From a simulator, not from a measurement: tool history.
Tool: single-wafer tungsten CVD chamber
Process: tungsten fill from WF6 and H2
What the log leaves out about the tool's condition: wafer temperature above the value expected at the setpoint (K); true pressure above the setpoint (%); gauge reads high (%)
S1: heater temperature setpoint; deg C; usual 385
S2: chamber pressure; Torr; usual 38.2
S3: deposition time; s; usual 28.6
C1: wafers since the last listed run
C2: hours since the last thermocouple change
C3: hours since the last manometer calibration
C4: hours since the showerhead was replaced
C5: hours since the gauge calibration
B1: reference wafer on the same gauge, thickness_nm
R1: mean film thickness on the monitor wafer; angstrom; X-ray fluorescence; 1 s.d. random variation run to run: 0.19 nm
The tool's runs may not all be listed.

run     day   S1    S2    S3   C1      C2      C3      C4     C5      B1      R1
  1       0  385  35.9  32.7    0  2796.1  2435.7  2821.7   51.1  54.512  788.57
  2   1.308  393  38.2  28.6  634  2827.5  2467.1  2853.1   82.5  54.509  823.28
  3   2.533  390  38.2  28.6  594  2856.9  2496.5  2882.5  111.9   54.45  789.19
  4   3.779  385  32.4  28.6  604  2886.8  2526.4  2912.4  141.8  54.532  639.37
      5.254  -- thermocouple changed; heater temperature recalibrated
  5   5.275  381    42  28.6  563     0.5  2562.3  2948.3  177.7   54.48  642.53
  6   6.467  378  38.2  28.6  578    29.1  2590.9  2976.9  206.3  54.471  573.69
      7.912  -- showerhead replaced, of another model than before
  7   7.933  385  38.2  28.6  549    64.3  2626.1     0.5  241.5  54.495  644.27
  8   8.358  385  38.2  28.6  206    74.5  2636.3    10.7  251.7  54.525  644.54
  9   9.812  385  38.2  28.6  705   109.4  2671.2    45.6  286.6  54.494  647.07
 10  10.325  379  43.7  32.5  248   121.7  2683.5    57.9  298.9  54.487  696.86
     10.925  -- gauge calibrated
 11  11.288  385  38.2  28.6  466   144.8  2706.6      81    8.7  54.538  649.16
 12  11.808  374  45.9  27.2  252   157.3  2719.1    93.5   21.2  54.474  544.36
 13   12.55  392  38.2  33.2  359   175.1  2736.9   111.3     39  54.503  851.67
     13.383  -- capacitance manometer re-zeroed and calibrated
 14  13.583  377  38.2  28.6  339   199.9     4.8   136.1   63.8  54.442  564.83
 15  14.829  385  46.1  28.6  604   229.8    34.7     166   93.7  54.494  700.83
 16  15.338  385  32.4  28.6  246     242    46.9   178.2  105.9  54.474  613.03
 17  16.804  378  35.5  30.1  711   277.2    82.1   213.4  141.1  54.491  587.99
 18  17.462  385  42.7  28.6  319     293    97.9   229.2  156.9  54.437  680.15

Selected run-to-run steps in R1, each split into two signed amounts: the part the tool would show with no hidden state at all (from settings, incoming material and random variation), and the remainder, which goes to the hidden state together with any gauge scatter not common to the measured and the hidden-state-free results:
Run 4 -> 5: S1 385 -> 381, S2 32.4 -> 42, thermocouple changed; heater temperature recalibrated. R1 +3.16 angstrom: hidden state -72.09, all else +75.25.
Run 12 -> 13: S1 374 -> 392, S2 45.9 -> 38.2, S3 27.2 -> 33.2. R1 +307.31 angstrom: hidden state -0.23, all else +307.54.

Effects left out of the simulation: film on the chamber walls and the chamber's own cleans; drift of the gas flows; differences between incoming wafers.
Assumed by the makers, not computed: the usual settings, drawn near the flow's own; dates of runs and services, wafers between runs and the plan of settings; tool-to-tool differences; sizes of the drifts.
